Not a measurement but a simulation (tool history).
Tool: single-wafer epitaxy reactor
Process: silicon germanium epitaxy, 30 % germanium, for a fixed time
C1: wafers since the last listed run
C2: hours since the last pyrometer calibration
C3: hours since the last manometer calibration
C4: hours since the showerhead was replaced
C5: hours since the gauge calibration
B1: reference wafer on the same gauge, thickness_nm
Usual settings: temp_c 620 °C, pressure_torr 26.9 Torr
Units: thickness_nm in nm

run 1 hour=0.0 | temp_c=620 pressure_torr=26.9 | C1=0 C2=1160.6 C3=2251.3 C4=7682.8 C5=505.6 | B1=85.708 | thickness_nm=100.530
run 2 hour=51.7 | temp_c=620 pressure_torr=26.9 | C1=729 C2=1212.3 C3=2303.0 C4=7734.5 C5=557.3 | B1=85.658 | thickness_nm=100.957
run 3 hour=90.7 | temp_c=620 pressure_torr=26.9 | C1=550 C2=1251.3 C3=2342.0 C4=7773.5 C5=596.3 | B1=85.682 | thickness_nm=100.771
run 4 hour=149.3 | temp_c=620 pressure_torr=26.9 | C1=826 C2=1309.9 C3=2400.6 C4=7832.1 C5=654.9 | B1=85.642 | thickness_nm=100.326
run 5 hour=287.7 | temp_c=620 pressure_torr=26.9 | C1=1952 C2=1448.3 C3=2539.0 C4=7970.5 C5=793.3 | B1=85.635 | thickness_nm=101.725
run 6 hour=326.6 | temp_c=620 pressure_torr=26.9 | C1=548 C2=1487.2 C3=2577.9 C4=8009.4 C5=832.2 | B1=85.738 | thickness_nm=101.226
-- hour=364.5 showerhead replaced
run 7 hour=380.2 | temp_c=626 pressure_torr=31.9 | C1=643 C2=1540.8 C3=2631.5 C4=15.7 C5=885.8 | B1=85.724 | thickness_nm=126.971
run 8 hour=451.8 | temp_c=626 pressure_torr=31.9 | C1=1009 C2=1612.4 C3=2703.1 C4=87.3 C5=957.4 | B1=85.633 | thickness_nm=127.265
-- hour=510.2 pyrometer calibrated
run 9 hour=520.8 | temp_c=626 pressure_torr=31.9 | C1=860 C2=10.6 C3=2772.1 C4=156.3 C5=1026.4 | B1=85.755 | thickness_nm=126.938
run 10 hour=548.3 | temp_c=624 pressure_torr=30.0 | C1=387 C2=38.1 C3=2799.6 C4=183.8 C5=1053.9 | B1=85.698 | thickness_nm=117.817
run 11 hour=594.8 | temp_c=620 pressure_torr=26.9 | C1=655 C2=84.6 C3=2846.1 C4=230.3 C5=1100.4 | B1=85.666 | thickness_nm=102.259
-- hour=615.5 gauge calibrated
-- hour=635.2 capacitance manometer re-zeroed and calibrated
run 12 hour=635.7 | temp_c=620 pressure_torr=26.9 | C1=464 C2=125.5 C3=0.5 C4=271.2 C5=20.2 | B1=85.657 | thickness_nm=97.332
run 13 hour=686.8 | temp_c=608 pressure_torr=28.7 | C1=720 C2=176.6 C3=51.6 C4=322.3 C5=71.3 | B1=85.760 | thickness_nm=79.541
run 14 hour=731.5 | temp_c=624 pressure_torr=33.1 | C1=630 C2=221.3 C3=96.3 C4=367.0 C5=116.0 | B1=85.692 | thickness_nm=118.960

The next listed run, before its measurement:
run 15 hour=812.0 | temp_c=608 pressure_torr=29.2 | C1=1135 C2=301.8 C3=176.8 C4=447.5 C5=196.5 | B1=? | thickness_nm=?

{"run 15": {"B1": 85.76, "thickness_nm": 80.211}}
Without the tool's hidden state the same run would have given thickness_nm 80.235 nm.

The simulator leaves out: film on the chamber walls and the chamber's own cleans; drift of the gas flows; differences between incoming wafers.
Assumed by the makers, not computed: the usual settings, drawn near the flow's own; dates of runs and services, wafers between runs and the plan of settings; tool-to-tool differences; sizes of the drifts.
